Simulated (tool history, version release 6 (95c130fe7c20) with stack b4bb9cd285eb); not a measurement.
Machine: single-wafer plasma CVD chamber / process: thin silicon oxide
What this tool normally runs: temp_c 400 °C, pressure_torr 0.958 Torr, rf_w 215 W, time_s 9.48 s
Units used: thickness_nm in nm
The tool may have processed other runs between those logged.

run,day,temp_c,pressure_torr,rf_w,time_s,wafers since the last listed run,hours since the last thermocouple change,hours since the last RF generator calibration,hours since the last manometer calibration,hours since the showerhead was replaced,hours since the gauge calibration,"read-back reference wafer on the same gauge, thickness_nm",thickness_nm
1,0,400,0.958,215,9.48,0,2152.1,1486.3,1730.6,4115.7,309.3,18.108,15.204
2,0.562,400,0.958,215,9.48,459,2165.6,1499.8,1744.1,4129.2,322.8,18.093,15.157
3,0.846,400,0.958,215,9.48,231,2172.4,1506.6,1750.9,4136,329.6,18.104,15.118
4,1.312,400,0.958,215,9.48,381,2183.6,1517.8,1762.1,4147.2,340.8,18.104,15.075
5,1.654,400,0.958,215,10.25,278,2191.8,1526,1770.3,4155.4,349,18.088,16.371
6,2.208,400,1.081,230,9.48,452,2205.1,1539.3,1783.6,4168.7,362.3,18.12,17.792
7,2.808,400,1.081,230,9.48,489,2219.5,1553.7,1798,4183.1,376.7,18.116,17.851
8,3.158,400,0.958,215,9.48,285,2227.9,1562.1,1806.4,4191.5,385.1,18.101,15.02
9,3.888,400,0.958,215,9.48,595,2245.4,1579.6,1823.9,4209,402.6,18.087,14.951
# day 4.296: RF generator calibrated
10,4.496,400,0.958,215,9.48,224,2260,4.8,1838.5,4223.6,417.2,18.101,15.999
11,5.254,400,0.958,215,9.48,619,2278.2,23,1856.7,4241.8,435.4,18.094,15.91
12,5.675,400,0.958,215,11.15,343,2288.3,33.1,1866.8,4251.9,445.5,18.091,18.689
13,6.308,385,1.059,245,11.23,517,2303.5,48.3,1882,4267.1,460.7,18.109,22.873
# day 6.475: gauge calibrated
14,6.879,400,0.958,215,10.09,466,2317.2,62,1895.7,4280.8,9.7,18.088,16.909
15,7.321,400,0.958,215,9.48,360,2327.8,72.6,1906.3,4291.4,20.3,18.089,15.794
16,7.633,400,0.839,215,8.58,255,2335.3,80.1,1913.8,4298.9,27.8,18.095,12.366
# day 7.971: thermocouple changed; heater temperature recalibrated
17,8.242,388,0.958,245,9.48,224,6.5,94.7,1928.4,4313.5,42.4,18.098,17.609
# day 8.683: capacitance manometer re-zeroed and calibrated
# day 8.783: showerhead replaced
18,8.804,400,0.898,185,8.97,105,20,108.2,2.9,0.5,55.9,18.104,13.489
19,9.429,400,0.958,180,11.3,510,35,123.2,17.9,15.5,70.9,18.112,17.591
20,9.962,400,0.958,215,9.48,435,47.8,136,30.7,28.3,83.7,18.107,17.275
21,10.362,400,0.958,175,9.48,326,57.4,145.6,40.3,37.9,93.3,18.09,14.457
22,11.067,400,0.958,215,9.48,574,74.3,162.5,57.2,54.8,110.2,18.103,17.275
23,11.4,400,0.958,215,9.48,272,82.3,170.5,65.2,62.8,118.2,18.086,17.207
24,12.117,400,0.958,215,9.48,585,99.5,187.7,82.4,80,135.4,18.104,17.233
25,12.558,400,0.958,215,9.48,360,110.1,198.3,93,90.6,146,18.111,17.252
26,12.821,407,1.145,255,10.6,214,116.4,204.6,99.3,96.9,152.3,18.114,24.982
27,13.208,408,0.752,180,10.85,316,125.7,213.9,108.6,106.2,161.6,18.096,12.753
28,13.546,400,0.858,215,9.48,275,133.8,222,116.7,114.3,169.7,18.082,15.327

Below, some changes in thickness_nm between adjacent runs. For each, the amount present without the hidden state too (settings, incoming material, random variation) and the amount remaining for the hidden state with gauge scatter not shared by both compared results:
Unlogged tool condition in this case: wafer temperature above the value expected at the setpoint (K); delivered RF power above the setpoint (%); true pressure above the setpoint (%); gauge reads high (%).
Run 9 -> 10: RF generator calibrated. thickness_nm +1.048 nm: hidden state +0.896, all else +0.152.
Run 17 -> 18: temp_c 388 -> 400, pressure_torr 0.958 -> 0.898, rf_w 245 -> 185, time_s 9.48 -> 8.97, capacitance manometer re-zeroed and calibrated, showerhead replaced. thickness_nm -4.12 nm: hidden state +1.588, all else -5.708.
Run 25 -> 26: temp_c 400 -> 407, pressure_torr 0.958 -> 1.145, rf_w 215 -> 255, time_s 9.48 -> 10.6. thickness_nm +7.73 nm: hidden state -0.03, all else +7.76.
Run 26 -> 27: temp_c 407 -> 408, pressure_torr 1.145 -> 0.752, rf_w 255 -> 180, time_s 10.6 -> 10.85. thickness_nm -12.229 nm: hidden state +0.03, all else -12.259.

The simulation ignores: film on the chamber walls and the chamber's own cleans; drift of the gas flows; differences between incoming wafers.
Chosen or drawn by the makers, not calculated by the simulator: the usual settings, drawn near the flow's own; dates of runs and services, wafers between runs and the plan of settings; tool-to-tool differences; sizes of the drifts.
